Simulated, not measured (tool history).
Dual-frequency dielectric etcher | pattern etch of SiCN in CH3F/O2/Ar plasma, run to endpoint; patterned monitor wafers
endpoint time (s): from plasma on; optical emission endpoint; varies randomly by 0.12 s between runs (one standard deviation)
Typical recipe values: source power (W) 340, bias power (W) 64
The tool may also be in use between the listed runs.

run	hour	source power (W)	bias power (W)	incoming incoming film thickness, nm	endpoint time (s)
1	0.0	340	64	5.88	16.3
2	94.7	300	72	5.85	15.9
3	165.2	300	72	5.95	16.0
4	242.7	300	72	5.89	15.8
5	343.9	340	64	5.90	16.4
6	406.0	340	70	5.87	15.4
7	473.2	340	70	5.96	16.0
8	511.3	340	70	5.96	15.9
9	554.7	340	64	5.88	16.0
10	614.4	400	55	5.90	16.4
11	703.5	340	64	5.92	16.2
12	767.3	340	64	5.92	16.2
13	856.8	340	64	5.97	16.6
14	919.4	340	71	5.92	15.8
15	974.0	310	70	5.89	16.0
16	1015.1	340	64	5.87	16.1
17	1055.9	340	57	5.89	16.8
18	1135.0	340	54	5.93	17.6
19	1237.6	340	64	5.93	16.4
20	1309.3	340	59	5.82	16.4
21	1374.5	280	72	5.82	16.1
22	1477.6	340	56	5.85	16.9
23	1530.9	400	64	5.92	15.6
24	1623.1	380	64	5.87	15.7
25	1664.4	380	54	5.88	17.0
26	1747.7	340	53	5.89	17.7
27	1819.0	340	76	5.89	15.1
28	1880.8	340	64	5.96	16.5
29	1952.5	320	55	5.88	17.2
30	2033.1	320	79	5.86	14.9
31	2124.0	260	80	5.93	15.7
32	2163.6	360	64	5.95	16.1
33	2208.2	340	64	5.91	16.2
34	2260.8	280	64	5.89	17.0
35	2341.1	370	72	5.84	14.9

Removed from this log: 7 entries logged between the listed runs. Between which two listed runs does each belong, and how does the tool's hidden state at the listed run before it compare with that at the listed run after it?
In the gap between runs 1 and 2: wet clean of the chamber (hour 24.9)
  both runs share identical hidden conditions
In the gap between runs 9 and 10: wet clean of the chamber (hour 582.0); source power generator calibrated (hour 597.1)
  both runs share identical hidden conditions
In the gap between runs 17 and 18: bias power generator calibrated (hour 1064.3)
  both runs share identical hidden conditions
In the gap between runs 18 and 19: wet clean of the chamber (hour 1229.9)
  both runs share identical hidden conditions
In the gap between runs 20 and 21: upper electrode replaced (hour 1348.7)
  both runs share identical hidden conditions
In the gap between runs 27 and 28: wet clean of the chamber (hour 1880.3)
  both runs share identical hidden conditions
